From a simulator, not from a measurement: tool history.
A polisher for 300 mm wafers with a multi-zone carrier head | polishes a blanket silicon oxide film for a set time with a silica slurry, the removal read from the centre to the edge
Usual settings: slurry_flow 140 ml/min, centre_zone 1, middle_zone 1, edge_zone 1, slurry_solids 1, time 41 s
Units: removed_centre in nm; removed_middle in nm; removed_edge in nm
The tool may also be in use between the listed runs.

run	hour	slurry_flow	centre_zone	middle_zone	edge_zone	slurry_solids	time	incoming thickness of the incoming film, nm	removed_centre	removed_middle	removed_edge
1	0	140	1	1	1.04	1	41	1515.4	84.6	85.3	91.8
2	19.2	140	0.94	1	1	1	41	1510.1	78.4	85.2	90.5
# hour 23.5: worn pad replaced by a new one
# hour 56.8: centre zone pressure recalibrated
3	64.2	140	1	1	1	1	41	1507.4	84	85.9	89.6
4	82.1	140	1	1	1	1	41	1486	82.3	84.8	87.8
5	105.4	140	1	1	0.97	1	41	1477.3	83.1	84.1	86.8
6	128	180	1	1	1	1	41	1505.7	88.6	89.5	93.1
7	150.7	140	0.94	0.91	1.09	1	41	1504.6	77.5	78	92.4
8	169.9	155	1.07	1.11	1.11	1	41	1487	90.4	93.5	94.7
# hour 194.1: worn pad replaced by a new one
9	203.8	185	1	1	0.96	1	41	1475.1	88.7	90.2	91.3
10	226.6	170	1	1	1	1	32	1512.7	67.6	67.4	70.4
11	259.2	140	1	1	1	1	41	1516.5	81.8	83.1	87.7
12	282.5	140	1	1	1.06	1.3	41	1500	90.9	92.9	101
13	299.2	140	1.03	1	1	0.7	46	1515.1	75.6	74.5	78.4
# hour 308.2: slurry nozzle cleaned
# hour 330.4: carrier head's membrane replaced by a new one
# hour 331.9: edge zone pressure recalibrated
14	332.4	140	1	1	1	1	41	1501.9	85.3	87.5	89.8
15	348.7	140	1	0.91	1	1	45	1487.2	95.1	89.1	100.7
16	372.2	140	1	1	1	1	41	1521.3	86.1	86.9	91.3
# hour 382.2: worn pad replaced by a new one
17	397.9	140	1.11	1	1	1	41	1493.7	94.4	87.1	92
18	415.6	140	1	1	1	1	54	1488	111.5	114.4	119.2
19	445.5	140	0.91	1	1	1	41	1510.8	78.1	86.8	91.1
20	476.1	140	1	1	1	1	27	1511.7	56.7	56.6	59.9
21	496.4	140	1	1	1	1.25	41	1471.9	94.3	96.2	99.1
22	525.9	140	0.89	1	0.95	1	41	1518.9	77.2	86.5	88.5
23	556.7	140	1	1	1	1.25	36	1496.4	83.6	84.4	87.8

Forecast each of these 3 alternatives for the next run:
A	557.1	140	1	1	1	0.75	41	1501.5	?	?	?
B	557.1	140	0.97	1	1.08	1	51	1501.5	?	?	?
C	557.1	140	1.06	1	1	1	41	1501.5	?	?	?

run	removed_centre	removed_middle	removed_edge
A	73	73.8	76.2
B	104	108.4	116.2
C	91.5	87.1	89.9
Without the tool's hidden state the same runs would have given:
run	removed_centre	removed_middle	removed_edge
A	73.4	74.2	76.4
B	104.6	109	116.6
C	92	87.6	90.3
